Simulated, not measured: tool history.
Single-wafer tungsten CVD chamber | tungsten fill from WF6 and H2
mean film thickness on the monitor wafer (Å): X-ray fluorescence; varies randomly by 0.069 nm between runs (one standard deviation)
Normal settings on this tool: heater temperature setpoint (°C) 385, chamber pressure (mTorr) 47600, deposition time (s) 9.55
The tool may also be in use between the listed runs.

run   hour  heater temperature setpoint (°C)  chamber pressure (mTorr)  deposition time (s)  wafers since the last listed run  hours since the last thermocouple change  hours since the last manometer calibration  hours since the showerhead was replaced  hours since the gauge calibration  read-back reference wafer on the same gauge, thickness_nm  mean film thickness on the monitor wafer (Å)
  1      0                               385                     55400                 9.55                                 0                                    2025.5                                      2303.5                                   4607.1                               89.2                                                     30.991                                        260.33
  2    8.7                               385                     55400                 9.55                               472                                    2034.2                                      2312.2                                   4615.8                               97.9                                                     30.997                                        259.71
  3   19.6                               385                     55400                 9.55                               591                                    2045.1                                      2323.1                                   4626.7                              108.8                                                     30.991                                        260.56
  4   30.2                               377                     47600                 9.55                               575                                    2055.7                                      2333.7                                   4637.3                              119.4                                                     31.001                                        209.08
  5   36.3                               377                     47600                 9.55                               331                                    2061.8                                      2339.8                                   4643.4                              125.5                                                     31.002                                         210.1
  6   49.9                               377                     47600                 9.55                               738                                    2075.4                                      2353.4                                     4657                              139.1                                                     31.012                                        209.17
  7   57.1                               385                     47600                 9.55                               390                                    2082.6                                      2360.6                                   4664.2                              146.3                                                     30.991                                        244.89
  8   64.1                               385                     54600                 9.55                               380                                    2089.6                                      2367.6                                   4671.2                              153.3                                                     30.992                                        257.72
      74.4  -- showerhead replaced
  9   76.5                               385                     54600                 9.55                               238                                      2102                                        2380                                      2.1                              165.7                                                     30.975                                        258.54
 10   82.7                               385                     54600                 9.55                               336                                    2108.2                                      2386.2                                      8.3                              171.9                                                     31.003                                        256.78
 11  100.5                               382                     47600                 9.11                               966                                      2126                                        2404                                     26.1                              189.7                                                     31.006                                        220.39
     110.8  -- capacitance manometer re-zeroed and calibrated
 12  111.2                               397                     47600                 7.68                               146                                    2136.7                                         0.4                                     36.8                              200.4                                                         31                                        243.48
     123.4  -- gauge calibrated
 13  127.6                               385                     47600                 9.55                               890                                    2153.1                                        16.8                                     53.2                                4.2                                                     31.009                                        243.91
 14  133.9                               385                     40400                 9.55                               342                                    2159.4                                        23.1                                     59.5                               10.5                                                     31.016                                        228.68
     155.2  -- thermocouple changed; heater temperature recalibrated
 15  155.7                               391                     42000                 7.72                               749                                       0.5                                        44.9                                     81.3                               32.3                                                     31.005                                        196.33
 16  164.5                               378                     54600                10.56                               477                                       9.3                                        53.7                                     90.1                               41.1                                                     30.985                                        231.07
 17  175.8                               371                     58400                 9.02                               613                                      20.6                                          65                                    101.4                               52.4                                                      31.01                                        175.54
 18  186.4                               385                     41700                 9.55                               575                                      31.2                                        75.6                                      112                                 63                                                     31.013                                        216.35
 19  194.4                               385                     47600                11.43                               434                                      39.2                                        83.6                                      120                                 71                                                     30.987                                        272.68
     202.5  -- thermocouple changed; heater temperature recalibrated, repeated, since the last time left the tool worse
 20  213.8                               385                     47600                 9.55                               618                                      11.3                                         103                                    139.4                               90.4                                                     31.003                                        265.18

Estimate the outcome of run 21 from the log above:
 21  223.6                               371                     58400                 9.02                               532                                      21.1                                       112.8                                    149.2                              100.2                                                          ?                                             ?

read-back reference wafer on the same gauge, thickness_nm: 31.006
mean film thickness on the monitor wafer (Å): 206.67
Minus the tool's unlogged condition, the same run would have read mean film thickness on the monitor wafer (Å) 205.77.

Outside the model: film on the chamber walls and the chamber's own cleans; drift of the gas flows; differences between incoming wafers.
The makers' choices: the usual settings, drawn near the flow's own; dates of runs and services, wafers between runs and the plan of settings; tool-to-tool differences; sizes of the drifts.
